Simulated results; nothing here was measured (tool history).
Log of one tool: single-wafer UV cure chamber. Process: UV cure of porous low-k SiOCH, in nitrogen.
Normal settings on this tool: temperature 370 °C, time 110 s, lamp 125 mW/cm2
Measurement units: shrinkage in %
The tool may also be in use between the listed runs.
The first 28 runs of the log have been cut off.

run	hour	temperature	time	lamp	wafers since the last listed run	hours since the UV bulbs were replaced	wafers since the quartz window was cleaned	shrinkage
29	2260.3	370	110	125	297	1456.8	631	7.190
30	2314.1	370	110	125	280	1510.6	912	7.268
31	2378.2	370	110	125	334	1574.7	1247	7.045
32	2638.6	363	65	125	1360	1835.1	2607	4.688
# hour 2706.9: UV bulbs replaced
33	2718.7	362	75	125	376	11.8	2984	5.838
# hour 2760.2: quartz window cleaned
34	2998.6	370	110	142	1420	291.7	1245	8.351
35	3049.0	353	55	138	263	342.1	1508	5.389
36	3143.2	370	110	125	491	436.3	2000	7.509
37	3221.9	370	110	138	411	515.0	2411	7.715
38	3315.8	359	170	87	490	608.9	2901	7.622
# hour 3375.9: quartz window cleaned
39	3411.2	382	55	125	456	704.3	184	5.248
40	3461.4	386	50	103	262	754.5	446	4.456
41	3511.0	353	125	96	259	804.1	705	6.909

What if the next run were any one of these 3? Each begins from the tool's condition after run 41:
A	3511.5	370	80	125	2	804.6	708	?
B	3511.5	359	110	125	2	804.6	708	?
C	3511.5	370	110	156	2	804.6	708	?

run	shrinkage
A	6.331
B	7.348
C	8.394
Had the tool no hidden state, the same runs would have come out as:
run	shrinkage
A	6.720
B	7.754
C	8.813

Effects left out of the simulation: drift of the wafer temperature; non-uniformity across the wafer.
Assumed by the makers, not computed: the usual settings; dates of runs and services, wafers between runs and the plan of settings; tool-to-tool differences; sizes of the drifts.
